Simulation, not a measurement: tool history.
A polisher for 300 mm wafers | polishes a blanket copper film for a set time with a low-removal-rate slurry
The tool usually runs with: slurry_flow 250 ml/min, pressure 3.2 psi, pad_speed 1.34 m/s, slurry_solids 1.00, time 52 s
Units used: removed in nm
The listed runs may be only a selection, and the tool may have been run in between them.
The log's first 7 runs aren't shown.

run	hour	slurry_flow	pressure	pad_speed	slurry_solids	time	wafers since the last listed run	wafers polished on this pad	hours since the slurry nozzle was cleaned	hours since the head pressure was calibrated	hours since the slurry blender was calibrated	incoming thickness of the incoming film, nm	removed
8	297.1	250	3.2	1.34	1.00	52	529	1257	541.3	766.3	319.3	1026.1	217.3
# hour 298.4: slurry nozzle cleaned
# hour 310.8: head pressure recalibrated
9	351.6	250	3.2	1.66	1.00	52	615	1872	53.2	40.8	373.8	1035.2	287.8
10	378.7	250	3.2	1.34	1.00	61	323	2196	80.3	67.9	400.9	1053.2	274.2
11	431.6	250	3.2	1.34	1.00	61	632	2828	133.2	120.8	453.8	1054.1	273.2
# hour 471.6: worn pad replaced by a new one, of another model than before
# hour 479.8: slurry blender recalibrated
12	493.2	250	3.2	1.34	1.00	61	664	234	194.8	182.4	13.4	1047.5	271.8
13	529.0	250	3.2	1.34	0.90	52	427	661	230.6	218.2	49.2	1020.7	227.5
14	584.0	250	3.2	1.34	0.90	52	657	1318	285.6	273.2	104.2	1041.6	224.3
15	636.6	275	3.2	1.34	1.00	52	628	1947	338.2	325.8	156.8	1033.6	229.3
16	687.9	250	3.2	1.34	1.00	52	612	2560	389.5	377.1	208.1	1036.0	225.7
17	748.4	250	3.7	1.34	1.25	39	722	3283	450.0	437.6	268.6	1047.4	188.8
# hour 793.9: worn pad replaced by a new one
18	848.2	250	3.2	1.34	1.00	52	1144	649	549.8	537.4	368.4	1030.8	222.3
19	880.8	250	2.1	1.34	1.20	35	389	1038	582.4	570.0	401.0	1030.1	125.3
# hour 888.9: slurry blender recalibrated
# hour 893.9: slurry nozzle cleaned
20	921.5	220	2.4	1.00	1.00	46	450	1489	27.6	610.7	32.6	1051.0	139.4

For run 21, what comes out?
21	965.9	250	3.2	1.34	1.25	65	530	2019	72.0	655.1	77.0	1041.1	?

removed: 307.4 nm
On a tool with no hidden condition, and with the same random variation, this run would have come out at removed 308.0 nm.
